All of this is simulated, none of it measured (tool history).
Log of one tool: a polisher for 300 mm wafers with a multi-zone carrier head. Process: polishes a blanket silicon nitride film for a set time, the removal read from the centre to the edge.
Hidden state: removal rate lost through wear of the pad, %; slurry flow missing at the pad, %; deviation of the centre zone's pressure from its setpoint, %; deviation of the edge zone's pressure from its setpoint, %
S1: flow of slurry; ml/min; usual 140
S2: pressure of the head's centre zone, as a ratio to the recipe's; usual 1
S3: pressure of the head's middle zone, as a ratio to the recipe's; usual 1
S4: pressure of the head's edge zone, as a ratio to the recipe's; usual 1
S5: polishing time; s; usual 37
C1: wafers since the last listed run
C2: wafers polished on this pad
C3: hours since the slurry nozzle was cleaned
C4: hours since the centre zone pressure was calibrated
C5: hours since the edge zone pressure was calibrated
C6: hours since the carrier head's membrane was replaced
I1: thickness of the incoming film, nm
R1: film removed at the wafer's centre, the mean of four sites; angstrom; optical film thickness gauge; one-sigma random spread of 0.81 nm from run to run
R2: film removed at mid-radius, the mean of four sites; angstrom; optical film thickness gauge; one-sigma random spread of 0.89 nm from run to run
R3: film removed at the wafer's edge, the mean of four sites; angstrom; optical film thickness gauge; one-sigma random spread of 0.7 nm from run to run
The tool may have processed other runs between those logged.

run,day,S1,S2,S3,S4,S5,C1,C2,C3,C4,C5,C6,I1,R1,R2,R3
1,0,180,1,1,1,27,0,381,259,233.6,216.7,733.2,727.8,482,482,455
2,1.483,95,1,1.05,1,37,250,632,294.6,269.2,252.3,768.8,722.4,548,571,526
# day 1.7: slurry nozzle cleaned
3,2.154,140,1.04,1,1,37,106,738,10.9,285.3,268.4,784.9,735.6,642,616,575
4,3.492,180,1.07,1.03,0.91,37,225,963,43,317.4,300.5,817,741.3,668,650,568
5,4.696,170,0.93,1,1,33,203,1167,71.9,346.3,329.4,845.9,739.1,522,545,510
6,5.742,175,1,1,0.95,37,176,1343,97,371.4,354.5,871,717.6,611,620,551
7,7.154,140,1,1.07,1,37,238,1581,130.9,405.3,388.4,904.9,743.6,575,596,546
8,7.817,140,1,1,1,37,111,1693,146.8,421.2,404.3,920.8,721.4,575,581,536
# day 8.354: worn pad replaced by a new one
9,9.288,160,1.08,1,0.88,37,220,157,182.1,456.5,439.6,956.1,732.2,695,632,585
10,10.133,140,1,1,1,37,142,300,202.4,476.8,459.9,976.4,726,631,622,592
# day 11.267: carrier head's membrane replaced by a new one
11,11.304,140,1,1,1,37,162,462,230.5,504.9,488,0.9,724,616,615,570
12,12.346,140,1,1,1,37,175,638,255.5,529.9,513,25.9,713,613,593,575
# day 13.3: slurry nozzle cleaned
13,14.762,175,1,1,0.95,37,400,1039,35.1,587.9,571,83.9,728.5,603,599,559
14,15.942,185,0.94,1,1,37,198,1238,63.4,616.2,599.3,112.2,741.9,578,606,578
15,16.517,185,0.91,1,1.08,30,97,1335,77.2,630,613.1,126,736.2,446,484,478
16,17.5,115,0.9,0.91,1,47,165,1501,100.8,653.6,636.7,149.6,733.7,608,633,649
# day 17.833: edge zone pressure recalibrated
# day 17.867: worn pad replaced by a new one
17,18.592,140,0.95,1,1.07,48,164,122,127,679.8,18.2,175.8,729.7,779,805,798
18,19.829,140,0.89,1,1.08,37,208,331,156.7,709.5,47.9,205.5,723.2,558,605,616
19,20.833,175,1.03,1,1,26,169,500,180.8,733.6,72,229.6,736.3,470,457,415
20,22.008,170,1,1,1,37,198,698,209,761.8,100.2,257.8,716.4,652,629,591
21,22.667,140,0.93,1,0.91,37,111,809,224.8,777.6,116,273.6,722.7,564,608,544
22,23.475,140,1,1,0.89,37,136,946,244.2,797,135.4,293,729.1,595,593,536

Consider 5 possible next runs. They are alternatives, not a sequence: every one starts from the tool as it was left by run 22. What does each give?
A,23.492,140,1,1,1,37,2,949,244.6,797.4,135.8,293.4,730,?,?,?
B,23.492,170,1.07,1,0.89,27,2,949,244.6,797.4,135.8,293.4,730,?,?,?
C,23.492,140,1,1.12,1,37,2,949,244.6,797.4,135.8,293.4,730,?,?,?
D,23.492,155,1,0.95,1,37,2,949,244.6,797.4,135.8,293.4,730,?,?,?
E,23.492,140,0.9,0.92,1,37,2,949,244.6,797.4,135.8,293.4,730,?,?,?

run,R1,R2,R3
A,610,595,574
B,497,452,408
C,610,655,573
D,625,583,583
E,551,555,575
Take away the tool's hidden state, keep each run's random variation, and the runs would have read:
run,R1,R2,R3
A,661,645,622
B,538,490,442
C,662,711,621
D,677,632,632
E,597,602,623

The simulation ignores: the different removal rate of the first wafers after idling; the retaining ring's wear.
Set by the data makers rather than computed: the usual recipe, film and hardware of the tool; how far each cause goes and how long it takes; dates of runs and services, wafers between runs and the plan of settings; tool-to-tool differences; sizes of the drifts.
